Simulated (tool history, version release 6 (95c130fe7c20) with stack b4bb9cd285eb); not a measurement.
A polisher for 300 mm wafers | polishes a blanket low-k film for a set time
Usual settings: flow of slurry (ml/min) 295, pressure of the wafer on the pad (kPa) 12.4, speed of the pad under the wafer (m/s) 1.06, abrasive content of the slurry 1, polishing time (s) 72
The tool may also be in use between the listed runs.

run   hour  flow of slurry (ml/min)  pressure of the wafer on the pad (kPa)  speed of the pad under the wafer (m/s)  abrasive content of the slurry  polishing time (s)  wafers since the last listed run  wafers polished on this pad  hours since the slurry nozzle was cleaned  hours since the head pressure was calibrated  hours since the slurry blender was calibrated  hours since the conditioning disc was replaced  incoming thickness of the incoming film, nm  film removed (nm)
  1      0                      295                                    10.3                                    1.06                               1                  72                                 0                         8320                                      344.7                                          64.8                                           22.8                                           667.4                                        467.3               27.7
  2   60.5                      295                                    12.4                                    1.06                               1                  72                               648                         8968                                      405.2                                         125.3                                           83.3                                           727.9                                        471.9               31.7
  3   96.8                      295                                    12.4                                    1.06                               1                  72                               388                         9357                                      441.5                                         161.6                                          119.6                                           764.2                                          468               31.8
     147.2  -- worn pad replaced by a new one
     166.4  -- conditioning disc replaced and pad reconditioned
  4  183.8                      295                                    13.8                                    0.82                               1                  79                               867                          370                                      528.5                                         248.6                                          206.6                                            17.4                                          472               30.7
  5  243.7                      295                                    12.4                                    1.06                               1                  72                               641                         1011                                      588.4                                         308.5                                          266.5                                            77.3                                        469.5                 32
  6  301.5                      295                                    15.9                                    0.84                               1                  72                               619                         1630                                      646.2                                         366.3                                          324.3                                           135.1                                        476.5               31.4
     383.4  -- slurry nozzle cleaned
  7  407.4                      295                                    12.4                                    1.06                               1                  80                              1123                         2754                                         24                                         472.2                                          430.2                                             241                                        479.4               35.1
  8  458.6                      295                                    12.4                                    1.06                               1                  72                               548                         3302                                       75.2                                         523.4                                          481.4                                           292.2                                        473.7               32.2
  9  540.6                      295                                    12.4                                    1.06                               1                  72                               878                         4181                                      157.2                                         605.4                                          563.4                                           374.2                                        466.2               30.9
 10  597.8                      295                                    12.4                                    1.06                             1.2                  72                               612                         4794                                      214.4                                         662.6                                          620.6                                           431.4                                        471.5               34.9
 11  649.3                      295                                    12.4                                    1.06                            0.75                  72                               551                         5345                                      265.9                                         714.1                                          672.1                                           482.9                                        476.9                 27
     662.7  -- head pressure recalibrated
 12    744                      295                                    12.4                                     1.4                               1                  72                               992                         6338                                      360.6                                          81.3                                          766.8                                           577.6                                        469.6               38.8
 13  808.8                      365                                    12.4                                    1.06                            0.75                  49                               694                         7032                                      425.4                                         146.1                                          831.6                                           642.4                                        473.5               18.8
 14  860.6                      295                                    12.4                                     0.9                            1.15                  88                               554                         7587                                      477.2                                         197.9                                          883.4                                           694.2                                        467.3               35.8
     883.9  -- conditioning disc replaced and pad reconditioned
     906.4  -- slurry blender recalibrated
 15  960.6                      295                                    12.4                                    1.06                             0.7                  72                              1028                         8615                                      577.2                                         297.9                                           54.2                                            76.7                                        468.5               25.6

Run 16 comes next. What will it give?
 16  1006.6                      295                                    12.4                                    1.06                               1                  72                               492                         9108                                      623.2                                         343.9                                          100.2                                           122.7                                        463.7                  ?

{"run 16": {"film removed (nm)": 32.1}}
Without the tool's hidden state the same run would have given film removed (nm) 32.1.
